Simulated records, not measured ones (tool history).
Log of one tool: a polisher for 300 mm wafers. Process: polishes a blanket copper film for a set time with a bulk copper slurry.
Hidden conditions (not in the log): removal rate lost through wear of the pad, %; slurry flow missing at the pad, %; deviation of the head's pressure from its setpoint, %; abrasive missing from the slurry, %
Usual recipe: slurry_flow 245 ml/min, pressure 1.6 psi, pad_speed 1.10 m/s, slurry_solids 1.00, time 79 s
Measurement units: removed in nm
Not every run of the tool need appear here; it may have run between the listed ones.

run,hour,slurry_flow,pressure,pad_speed,slurry_solids,time,wafers since the last listed run,wafers polished on this pad,hours since the slurry nozzle was cleaned,hours since the head pressure was calibrated,hours since the slurry blender was calibrated,"incoming thickness of the incoming film, nm",removed
1,0.0,245,1.6,1.10,1.00,79,0,403,368.1,306.8,93.4,4766.6,450.4
2,55.6,245,1.6,1.10,1.00,79,377,781,423.7,362.4,149.0,4680.6,456.9
# hour 132.4: slurry nozzle cleaned
3,156.8,245,1.6,1.10,1.00,79,679,1460,24.4,463.6,250.2,4679.0,438.2
4,205.0,245,1.6,1.10,1.00,79,326,1787,72.6,511.8,298.4,4685.7,443.4
5,294.3,245,1.6,1.10,1.00,79,605,2393,161.9,601.1,387.7,4822.6,429.9
# hour 324.6: worn pad replaced by a new one
# hour 353.5: slurry blender recalibrated
6,402.0,245,1.6,1.10,1.00,79,689,511,269.6,708.8,48.5,4701.2,458.1
7,469.0,245,1.8,1.10,1.00,79,454,966,336.6,775.8,115.5,4726.5,490.5
8,555.1,245,1.8,1.10,1.00,79,584,1550,422.7,861.9,201.6,4673.6,482.9
9,620.6,290,1.6,1.10,1.00,79,444,1994,488.2,927.4,267.1,4813.6,446.4
# hour 656.6: slurry nozzle cleaned
10,715.3,245,1.6,1.10,1.00,79,635,2630,58.7,1022.1,361.8,4804.9,426.6
# hour 719.5: worn pad replaced by a new one, of another model than before
# hour 721.6: slurry blender recalibrated
# hour 742.0: head pressure recalibrated
11,792.3,245,1.6,1.10,1.00,79,468,466,135.7,50.3,70.7,4809.4,451.7
12,986.3,245,1.6,1.10,1.00,79,1316,1782,329.7,244.3,264.7,4754.4,433.3
13,1041.2,245,1.6,1.10,1.10,79,372,2155,384.6,299.2,319.6,4796.5,437.0
14,1091.4,245,1.6,1.10,1.10,79,340,2495,434.8,349.4,369.8,4683.0,431.0
# hour 1117.0: slurry blender recalibrated
15,1157.3,245,1.6,1.10,1.00,94,433,2929,500.7,415.3,40.3,4797.6,498.5
# hour 1160.7: slurry nozzle cleaned
# hour 1168.8: worn pad replaced by a new one
16,1195.7,310,1.2,1.34,1.00,65,226,182,35.0,453.7,78.7,4774.6,381.4
17,1268.6,245,1.6,1.10,1.00,79,494,676,107.9,526.6,151.6,4724.5,448.9
18,1305.3,245,1.6,1.10,1.00,79,248,925,144.6,563.3,188.3,4777.9,447.7
19,1404.1,245,1.6,1.10,1.00,79,670,1595,243.4,662.1,287.1,4737.1,435.9
20,1496.8,285,1.6,1.10,1.00,79,628,2224,336.1,754.8,379.8,4682.5,436.4
# hour 1505.8: slurry blender recalibrated
21,1541.8,245,1.6,0.82,1.15,79,291,2516,381.1,799.8,36.0,4696.4,372.0
# hour 1550.9: worn pad replaced by a new one
22,1628.9,180,1.0,0.74,1.00,79,563,529,468.2,886.9,123.1,4762.3,297.4
# hour 1643.2: head pressure recalibrated
23,1685.8,245,1.6,1.10,1.30,67,372,901,525.1,42.6,180.0,4715.8,397.6
# hour 1694.4: slurry nozzle cleaned
24,1752.7,205,1.6,1.10,0.90,68,447,1348,58.3,109.5,246.9,4753.6,371.2
25,1788.7,245,1.6,1.10,1.00,79,244,1592,94.3,145.5,282.9,4750.6,440.8
# hour 1874.3: slurry blender recalibrated
26,1888.1,245,1.6,1.10,1.00,79,660,2253,193.7,244.9,13.8,4846.7,432.6
# hour 1948.3: worn pad replaced by a new one
27,1952.5,245,1.6,0.72,0.85,79,409,28,258.1,309.3,78.2,4752.0,367.3
28,2025.8,320,1.6,0.76,1.00,79,497,525,331.4,382.6,151.5,4662.2,388.5
29,2099.5,245,1.6,0.92,0.90,79,499,1025,405.1,456.3,225.2,4744.4,401.0

For each entry between runs, how does the tool's hidden state at the last listed run before it compare with that at the first listed run after it?
In the gap between runs 2 and 3: slurry nozzle cleaned (hour 132.4)
  removal rate lost through wear of the pad, %: 2.72 -> 4.84
  measured less the result without the state, removed: -12.8 -> -22.3 nm
In the gap between runs 5 and 6: worn pad replaced by a new one (hour 324.6); slurry blender recalibrated (hour 353.5)
  removal rate lost through wear of the pad, %: 7.73 -> 2.08
  measured less the result without the state, removed: -36.0 -> -9.7 nm
In the gap between runs 9 and 10: slurry nozzle cleaned (hour 656.6)
  removal rate lost through wear of the pad, %: 6.66 -> 8.65
  measured less the result without the state, removed: -31.9 -> -40.5 nm
In the gap between runs 10 and 11: worn pad replaced by a new one, of another model than before (hour 719.5); slurry blender recalibrated (hour 721.6); head pressure recalibrated (hour 742.0)
  removal rate lost through wear of the pad, %: 8.65 -> 2.73
  measured less the result without the state, removed: -40.5 -> -12.6 nm
In the gap between runs 14 and 15: slurry blender recalibrated (hour 1117.0)
  removal rate lost through wear of the pad, %: 9.01 -> 10.4
  measured less the result without the state, removed: -42.7 -> -57.8 nm
In the gap between runs 15 and 16: slurry nozzle cleaned (hour 1160.7); worn pad replaced by a new one (hour 1168.8)
  removal rate lost through wear of the pad, %: 10.4 -> 1.69
  measured less the result without the state, removed: -57.8 -> -6.5 nm
In the gap between runs 20 and 21: slurry blender recalibrated (hour 1505.8)
  removal rate lost through wear of the pad, %: 8.01 -> 8.95
  measured less the result without the state, removed: -37.9 -> -36.6 nm
In the gap between runs 21 and 22: worn pad replaced by a new one (hour 1550.9)
  removal rate lost through wear of the pad, %: 8.95 -> 1.7
  measured less the result without the state, removed: -36.6 -> -5.1 nm
In the gap between runs 22 and 23: head pressure recalibrated (hour 1643.2)
  removal rate lost through wear of the pad, %: 1.7 -> 2.89
  measured less the result without the state, removed: -5.1 -> -11.9 nm
In the gap between runs 23 and 24: slurry nozzle cleaned (hour 1694.4)
  removal rate lost through wear of the pad, %: 2.89 -> 4.3
  measured less the result without the state, removed: -11.9 -> -16.7 nm
In the gap between runs 25 and 26: slurry blender recalibrated (hour 1874.3)
  removal rate lost through wear of the pad, %: 5.05 -> 7.14
  measured less the result without the state, removed: -23.4 -> -33.2 nm
In the gap between runs 26 and 27: worn pad replaced by a new one (hour 1948.3)
  removal rate lost through wear of the pad, %: 7.14 -> 0.326
  measured less the result without the state, removed: -33.2 -> -1.2 nm
